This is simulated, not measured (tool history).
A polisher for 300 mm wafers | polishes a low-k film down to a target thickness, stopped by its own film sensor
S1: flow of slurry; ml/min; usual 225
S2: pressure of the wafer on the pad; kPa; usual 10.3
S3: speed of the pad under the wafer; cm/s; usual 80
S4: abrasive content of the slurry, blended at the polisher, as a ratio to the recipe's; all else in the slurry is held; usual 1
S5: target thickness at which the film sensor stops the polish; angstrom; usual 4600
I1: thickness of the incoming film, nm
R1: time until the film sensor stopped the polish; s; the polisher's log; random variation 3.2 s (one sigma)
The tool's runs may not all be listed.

run     day   S1    S2   S3    S4    S5     I1     R1
  1       0  225  10.3   80     1  4650  501.2  156.3
      0.442  -- conditioning disc replaced and pad reconditioned
  2   0.788  225  10.3   80     1  4650  492.7  112.8
  3   1.767  225   7.6   80     1  4510  497.6  230.9
  4   2.617  225   7.6   80     1  4510  498.4  243.9
  5   3.788  225    11   80     1  4600  499.4    158
      4.708  -- conditioning disc replaced and pad reconditioned
  6   5.275  225    11   80     1  4600  489.1  119.1
      5.579  -- slurry blender recalibrated
  7   5.946  225    11   80     1  4600  489.3  115.7
  8   6.667  225  10.3   80   0.8  4660  490.7  121.4
      8.583  -- worn pad replaced by a new one
  9   8.604  225  10.3   80   0.8  4660  502.4    182
      9.138  -- conditioning disc replaced and pad reconditioned
 10   9.925  225  10.3   80     1  4600  500.7  171.9
 11  11.183  225  10.3   80     1  4600  497.5  157.1
     11.588  -- slurry blender recalibrated
 12  11.725  225  10.3   80     1  4600  490.5  128.1
     11.883  -- slurry nozzle cleaned
 13  12.671  225  10.3   66  1.25  4600  501.1  177.4
     13.596  -- conditioning disc replaced and pad reconditioned
 14  14.342  145   6.9   66     1  4730  503.7  201.7
 15  14.967  225  10.3   80     1  4600  500.2  171.7
 16   16.35  225  10.3   80     1  4600  499.7  167.6
 17  16.867  225    11  106     1  4600    500  126.8
     17.558  -- slurry blender recalibrated
 18  17.996  225  10.3   80     1  4600  497.8  160.5
     18.408  -- worn pad replaced by a new one
     18.575  -- head pressure recalibrated
     18.592  -- conditioning disc replaced and pad reconditioned
 19   18.75  165  10.3   80     1  4560  499.7    198
 20  20.108  170   7.6   58     1  4530  505.8  369.5
 21  21.567  155   8.3   56     1  4480  496.6  342.5
     22.812  -- slurry blender recalibrated
 22  22.833  225   7.6  104   0.9  4520  492.4  185.1
     23.521  -- conditioning disc replaced and pad reconditioned
 23  23.558  275  10.3   98     1  4600  499.5  139.5
 24   24.75  225  10.3   80     1  4600  492.7  138.4

5 ways to go on from here, each from the tool as it stands after run 24. What would each give?
  A  24.771  225  10.3  80     1  4600  506.5   ?
  B  24.771  270  10.3  60     1  4660  506.5   ?
  C  24.771  225   9.7  80  0.75  4550  506.5   ?
  D  24.771  185   7.6  68     1  4520  506.5   ?
  E  24.771  225  13.8  72   0.8  4510  506.5   ?

run     R1
  A  196.8
  B  211.4
  C  279.5
  D  327.3
  E  244.2
Without the tool's hidden state the same runs would have given:
run     R1
  A  196.8
  B  211.4
  C  279.5
  D  327.3
  E  244.2

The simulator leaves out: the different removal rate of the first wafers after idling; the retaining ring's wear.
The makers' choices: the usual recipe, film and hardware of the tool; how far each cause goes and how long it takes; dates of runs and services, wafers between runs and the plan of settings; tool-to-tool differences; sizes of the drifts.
